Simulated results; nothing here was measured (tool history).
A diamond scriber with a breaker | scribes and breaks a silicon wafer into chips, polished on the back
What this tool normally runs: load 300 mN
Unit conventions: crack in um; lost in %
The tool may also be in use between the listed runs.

run    hour  load  incoming depth of the damage left on the back of the incoming wafer, um  crack  lost
  1       0   249                                                                     0.03  10.16  1.23
       38.5  -- load on the tip recalibrated
  2    56.7   300                                                                     0.01  10.19  1.07
  3   138.7   300                                                                     0.02  10.37  1.18
  4   186.2   252                                                                     0.02   9.63  1.95
  5     292   252                                                                     0.03   9.31   1.7
  6   336.9   300                                                                     0.04  10.66  1.13
  7   435.1   300                                                                     0.04  10.73  1.14
  8   491.2   300                                                                     0.05  10.37   1.2
  9   554.7   300                                                                     0.04   10.7  1.27
 10   655.6   300                                                                     0.01  10.98  1.36
      692.1  -- diamond tip replaced by a new one
 11   696.4   300                                                                     0.04   10.9  1.46
 12   751.3   211                                                                     0.01   9.04  2.96
 13   790.6   248                                                                     0.04   9.71  1.38
 14   879.7   300                                                                     0.03  10.95  1.47
 15   982.3   360                                                                     0.02  12.18  4.06
 16  1079.2   383                                                                     0.01  12.51  5.68
 17  1160.1   233                                                                     0.02   9.66  1.51
     1188.6  -- load on the tip recalibrated
 18  1257.5   300                                                                     0.03  10.17  1.11
     1275.8  -- diamond tip replaced by a new one
 19  1310.5   274                                                                     0.02   9.88  1.25
 20  1409.5   300                                                                     0.02  10.55   1.2
 21  1471.9   261                                                                     0.03   9.54  1.41
 22  1550.9   300                                                                     0.04   10.9  1.23
 23  1626.9   346                                                                     0.04   11.4  2.53

Forecast each of these 5 alternatives for the next run:
  A  1627.6   267                                                                     0.02      ?     ?
  B  1627.6   260                                                                     0.02      ?     ?
  C  1627.6   351                                                                     0.02      ?     ?
  D  1627.6   340                                                                     0.02      ?     ?
  E  1627.6   270                                                                     0.02      ?     ?

run  crack  lost
  A   9.82  1.18
  B   9.68  1.27
  C  11.45  2.74
  D  11.24  2.31
  E   9.88  1.15
Without the tool's hidden state the same runs would have given:
run  crack  lost
  A   9.44  1.53
  B   9.31  1.74
  C  11.01   1.9
  D  10.81  1.61
  E    9.5  1.46

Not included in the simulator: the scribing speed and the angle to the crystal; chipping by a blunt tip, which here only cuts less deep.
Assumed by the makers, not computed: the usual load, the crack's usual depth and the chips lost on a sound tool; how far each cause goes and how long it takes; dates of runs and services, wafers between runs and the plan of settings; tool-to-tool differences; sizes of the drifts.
